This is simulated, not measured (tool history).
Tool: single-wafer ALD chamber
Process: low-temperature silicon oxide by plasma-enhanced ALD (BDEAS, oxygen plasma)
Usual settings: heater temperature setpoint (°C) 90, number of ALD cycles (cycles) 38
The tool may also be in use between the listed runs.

| run | hour | heater temperature setpoint (°C) | number of ALD cycles (cycles) | read-back reference wafer on the same gauge, thickness_nm | mean film thickness on the monitor wafer (Å) |
|---|---|---|---|---|---|
| 1 | 0.0 | 99 | 38 | 7.004 | 56.91 |
| 2 | 8.0 | 100 | 38 | 7.005 | 56.73 |
| 3 | 20.7 | 100 | 38 | 6.994 | 57.22 |
| 4 | 30.4 | 90 | 38 | 7.004 | 59.12 |
| 5 | 38.4 | 90 | 38 | 7.002 | 59.36 |
| 6 | 56.2 | 90 | 38 | 6.998 | 58.92 |
| 7 | 72.7 | 81 | 38 | 7.000 | 61.31 |
| 8 | 87.8 | 81 | 38 | 7.001 | 61.18 |
| 9 | 101.4 | 81 | 38 | 7.001 | 61.35 |
| 10 | 119.3 | 90 | 38 | 7.001 | 58.93 |
| 11 | 135.3 | 90 | 38 | 7.000 | 59.09 |
| 12 | 150.8 | 90 | 38 | 7.000 | 59.19 |
| 13 | 163.2 | 86 | 38 | 6.996 | 60.19 |
| 14 | 174.3 | 90 | 35 | 6.997 | 54.71 |
| 15 | 180.7 | 90 | 35 | 7.003 | 54.57 |
| 16 | 195.2 | 90 | 34 | 7.002 | 52.78 |
|  | 207.7 | gauge calibrated |
| 17 | 212.4 | 90 | 38 | 6.999 | 59.33 |
| 18 | 228.0 | 90 | 38 | 6.996 | 59.16 |
| 19 | 242.6 | 84 | 34 | 6.998 | 54.36 |
|  | 259.9 | thermocouple changed; heater temperature recalibrated |
| 20 | 260.4 | 84 | 34 | 6.995 | 54.41 |
| 21 | 271.6 | 97 | 31 | 7.001 | 46.89 |
| 22 | 288.7 | 99 | 41 | 7.002 | 61.32 |
| 23 | 296.5 | 90 | 38 | 6.998 | 59.16 |
| 24 | 303.8 | 77 | 45 | 7.000 | 73.72 |
| 25 | 314.2 | 90 | 41 | 7.001 | 63.72 |
| 26 | 325.8 | 90 | 38 | 7.000 | 59.11 |
| 27 | 339.1 | 103 | 46 | 7.005 | 68.43 |
| 28 | 356.6 | 90 | 38 | 7.000 | 59.36 |
| 29 | 366.5 | 78 | 31 | 6.994 | 50.52 |
| 30 | 376.1 | 104 | 31 | 6.997 | 45.94 |
| 31 | 388.3 | 96 | 31 | 6.997 | 47.19 |
| 32 | 394.5 | 81 | 33 | 7.000 | 53.45 |
| 33 | 409.1 | 94 | 38 | 7.001 | 58.22 |
| 34 | 421.4 | 85 | 38 | 7.000 | 60.25 |
| 35 | 438.7 | 90 | 40 | 7.001 | 62.29 |
| 36 | 453.5 | 75 | 40 | 7.000 | 66.09 |

The next listed run, before its measurement:
| 37 | 472.7 | 76 | 31 | ? | ? |

Run 37 gave read-back reference wafer on the same gauge, thickness_nm 6.998, mean film thickness on the monitor wafer (Å) 50.76.
Without the tool's hidden state the same run would have given mean film thickness on the monitor wafer (Å) 50.76.
